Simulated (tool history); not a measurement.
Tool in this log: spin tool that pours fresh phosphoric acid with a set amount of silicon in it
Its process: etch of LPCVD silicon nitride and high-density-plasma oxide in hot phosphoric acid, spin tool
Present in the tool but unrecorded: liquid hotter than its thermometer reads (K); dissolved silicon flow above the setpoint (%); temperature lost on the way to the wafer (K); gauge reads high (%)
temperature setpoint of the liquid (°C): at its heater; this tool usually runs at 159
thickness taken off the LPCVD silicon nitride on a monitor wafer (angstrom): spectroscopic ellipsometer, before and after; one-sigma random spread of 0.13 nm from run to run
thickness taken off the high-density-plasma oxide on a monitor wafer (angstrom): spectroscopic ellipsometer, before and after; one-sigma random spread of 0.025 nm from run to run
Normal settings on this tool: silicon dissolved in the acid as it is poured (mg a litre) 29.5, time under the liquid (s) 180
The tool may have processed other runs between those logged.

run	hour	temperature setpoint of the liquid (°C)	silicon dissolved in the acid as it is poured (mg a litre)	time under the liquid (s)	wafers since the last listed run	hours since the thermometer was replaced	hours since the dissolved silicon flow meter was replaced	hours since the heated supply line was repaired	hours since the gauge calibration	read-back film thickness of the LPCVD silicon nitride reference wafer, read on the same gauge (nm)	read-back film thickness of the high-density-plasma oxide reference wafer, read on the same gauge (nm)	thickness taken off the LPCVD silicon nitride on a monitor wafer (angstrom)	thickness taken off the high-density-plasma oxide on a monitor wafer (angstrom)
1	0	159	45	180	0	900.8	768.6	2344.6	3095.5	70.02	30.003	136.2	1.04
# hour 35.5: heated supply line repaired
2	36.3	159	10	85	278	937.1	804.9	0.8	3131.8	70.01	29.995	73.9	2.91
3	134.6	159	29.5	180	774	1035.4	903.2	99.1	3230.1	69.97	29.967	154.3	3.29
4	238.8	159	29.5	180	820	1139.6	1007.4	203.3	3334.3	70	30.013	154	3.13
5	300.7	159	47.5	210	487	1201.5	1069.3	265.2	3396.2	70.03	30.006	181	1.34
# hour 352.5: gauge calibrated
6	400.9	159	29.5	180	789	1301.7	1169.5	365.4	48.4	70.02	29.986	154.3	3.23
7	503.5	157	39	180	808	1404.3	1272.1	468	151	70	29.991	142.5	1.6
# hour 558.7: dissolved silicon flow meter replaced
8	581.1	159	29.5	180	603	1481.9	22.4	545.6	228.6	69.95	29.987	152.3	3.14
9	652.1	158	29.5	85	559	1552.9	93.4	616.6	299.6	70.06	29.995	69.8	1.14
10	755.9	156.5	13	180	817	1656.7	197.2	720.4	403.4	69.99	29.991	138.6	3.91
11	855.7	156.5	29.5	245	786	1756.5	297	820.2	503.2	70	30.013	187	3.38
12	897.1	159	37.5	75	326	1797.9	338.4	861.6	544.6	69.97	29.998	62.7	0.87
13	977.7	159	29.5	80	634	1878.5	419	942.2	625.2	69.97	30.015	67.1	1.35
14	1020.1	156.5	45	180	333	1920.9	461.4	984.6	667.6	69.97	30.027	137.9	1.01
15	1113.5	157.5	35.5	265	735	2014.3	554.8	1078	761	70.01	30.006	212.6	3.2
16	1192.6	157	43.5	180	623	2093.4	633.9	1157.1	840.1	70	30.003	138.3	1.05
17	1489	159	29.5	180	2334	2389.8	930.3	1453.5	1136.5	69.99	29.983	146.5	2.52
18	1552.2	159	29.5	180	497	2453	993.5	1516.7	1199.7	69.97	29.997	147.1	2.83
19	1627.1	159	6.5	180	589	2527.9	1068.4	1591.6	1274.6	69.99	30	148.5	5.03
20	1691.7	159	50	80	508	2592.5	1133	1656.2	1339.2	70.03	30.006	65.3	0.54

5 options for the next run, each taken on its own from the tool as it stands now. Forecast them:
A	1692.2	159	29.5	180	3	2593	1133.5	1656.7	1339.7	?	?	?	?
B	1692.2	158	37	180	3	2593	1133.5	1656.7	1339.7	?	?	?	?
C	1692.2	156.5	29.5	180	3	2593	1133.5	1656.7	1339.7	?	?	?	?
D	1692.2	157.5	39.5	225	3	2593	1133.5	1656.7	1339.7	?	?	?	?
E	1692.2	159	7	180	3	2593	1133.5	1656.7	1339.7	?	?	?	?

run	read-back film thickness of the LPCVD silicon nitride reference wafer, read on the same gauge (nm)	read-back film thickness of the high-density-plasma oxide reference wafer, read on the same gauge (nm)	thickness taken off the LPCVD silicon nitride on a monitor wafer (angstrom)	thickness taken off the high-density-plasma oxide on a monitor wafer (angstrom)
A	70.03	29.997	145.8	2.66
B	70.03	29.997	141	1.74
C	70.03	29.997	133.9	2.2
D	70.03	29.997	173.2	1.81
E	70.03	29.997	145.8	5.01
Without the tool's unlogged condition, the same runs would have read:
run	thickness taken off the LPCVD silicon nitride on a monitor wafer (angstrom)	thickness taken off the high-density-plasma oxide on a monitor wafer (angstrom)
A	152.5	2.94
B	147.4	1.92
C	140.1	2.43
D	181.2	1.99
E	152.5	5.53
